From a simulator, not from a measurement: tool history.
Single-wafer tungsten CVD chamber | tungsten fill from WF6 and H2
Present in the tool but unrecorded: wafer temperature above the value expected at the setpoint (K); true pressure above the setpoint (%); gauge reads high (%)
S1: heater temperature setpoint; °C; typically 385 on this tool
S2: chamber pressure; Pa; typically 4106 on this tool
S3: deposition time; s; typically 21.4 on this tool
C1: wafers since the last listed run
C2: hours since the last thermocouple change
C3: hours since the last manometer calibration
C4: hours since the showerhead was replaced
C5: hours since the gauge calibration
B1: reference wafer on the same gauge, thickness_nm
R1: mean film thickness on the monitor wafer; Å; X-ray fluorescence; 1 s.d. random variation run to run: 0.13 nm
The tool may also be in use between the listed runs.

run 1 hour=0.0 | S1=385 S2=4106 S3=21.4 | C1=0 C2=1384.3 C3=2388.7 C4=6517.5 C5=650.7 | B1=48.129 | R1=449.49
run 2 hour=14.4 | S1=385 S2=4106 S3=21.4 | C1=311 C2=1398.7 C3=2403.1 C4=6531.9 C5=665.1 | B1=48.143 | R1=450.49
run 3 hour=30.9 | S1=385 S2=4106 S3=21.4 | C1=356 C2=1415.2 C3=2419.6 C4=6548.4 C5=681.6 | B1=48.133 | R1=447.96
run 4 hour=45.1 | S1=385 S2=4106 S3=21.4 | C1=306 C2=1429.4 C3=2433.8 C4=6562.6 C5=695.8 | B1=48.157 | R1=449.74
run 5 hour=74.1 | S1=385 S2=4106 S3=21.4 | C1=626 C2=1458.4 C3=2462.8 C4=6591.6 C5=724.8 | B1=48.193 | R1=449.46
run 6 hour=105.9 | S1=385 S2=4106 S3=21.4 | C1=687 C2=1490.2 C3=2494.6 C4=6623.4 C5=756.6 | B1=48.224 | R1=451.94
-- hour=121.5 showerhead replaced
run 7 hour=127.5 | S1=385 S2=4106 S3=21.4 | C1=293 C2=1511.8 C3=2516.2 C4=6.0 C5=778.2 | B1=48.220 | R1=450.43
run 8 hour=140.0 | S1=385 S2=4106 S3=21.4 | C1=270 C2=1524.3 C3=2528.7 C4=18.5 C5=790.7 | B1=48.268 | R1=451.84
run 9 hour=175.6 | S1=385 S2=4106 S3=21.4 | C1=769 C2=1559.9 C3=2564.3 C4=54.1 C5=826.3 | B1=48.292 | R1=450.52
run 10 hour=204.1 | S1=385 S2=3400 S3=21.4 | C1=615 C2=1588.4 C3=2592.8 C4=82.6 C5=854.8 | B1=48.344 | R1=407.68
run 11 hour=233.3 | S1=385 S2=3400 S3=21.4 | C1=631 C2=1617.6 C3=2622.0 C4=111.8 C5=884.0 | B1=48.382 | R1=409.29
run 12 hour=255.6 | S1=385 S2=3400 S3=21.4 | C1=481 C2=1639.9 C3=2644.3 C4=134.1 C5=906.3 | B1=48.410 | R1=408.55
run 13 hour=276.1 | S1=385 S2=4106 S3=20.1 | C1=443 C2=1660.4 C3=2664.8 C4=154.6 C5=926.8 | B1=48.460 | R1=427.44
run 14 hour=311.8 | S1=385 S2=4106 S3=21.4 | C1=771 C2=1696.1 C3=2700.5 C4=190.3 C5=962.5 | B1=48.483 | R1=456.21
run 15 hour=343.1 | S1=385 S2=4106 S3=20.1 | C1=676 C2=1727.4 C3=2731.8 C4=221.6 C5=993.8 | B1=48.527 | R1=426.24
run 16 hour=371.5 | S1=376 S2=4106 S3=21.4 | C1=613 C2=1755.8 C3=2760.2 C4=250.0 C5=1022.2 | B1=48.593 | R1=369.28
run 17 hour=409.5 | S1=373 S2=4866 S3=21.4 | C1=821 C2=1793.8 C3=2798.2 C4=288.0 C5=1060.2 | B1=48.619 | R1=373.12
run 18 hour=439.2 | S1=385 S2=4946 S3=22.7 | C1=641 C2=1823.5 C3=2827.9 C4=317.7 C5=1089.9 | B1=48.693 | R1=531.51
-- hour=501.2 gauge calibrated
run 19 hour=513.0 | S1=385 S2=4386 S3=24.9 | C1=1594 C2=1897.3 C3=2901.7 C4=391.5 C5=11.8 | B1=47.671 | R1=539.57
run 20 hour=544.0 | S1=385 S2=4106 S3=21.4 | C1=669 C2=1928.3 C3=2932.7 C4=422.5 C5=42.8 | B1=47.689 | R1=445.17
run 21 hour=561.0 | S1=385 S2=3800 S3=24.0 | C1=367 C2=1945.3 C3=2949.7 C4=439.5 C5=59.8 | B1=47.692 | R1=478.17

Estimate the outcome of run 22 from the log above:
-- hour=569.7 thermocouple changed; heater temperature recalibrated
run 22 hour=573.6 | S1=385 S2=4106 S3=21.4 | C1=99 C2=3.9 C3=2962.3 C4=452.1 C5=72.4 | B1=? | R1=?

{"run 22": {"B1": 47.695, "R1": 447.2}}
With the hidden condition absent and the run-to-run variation left alone, this run would have shown R1 448.33 Å.

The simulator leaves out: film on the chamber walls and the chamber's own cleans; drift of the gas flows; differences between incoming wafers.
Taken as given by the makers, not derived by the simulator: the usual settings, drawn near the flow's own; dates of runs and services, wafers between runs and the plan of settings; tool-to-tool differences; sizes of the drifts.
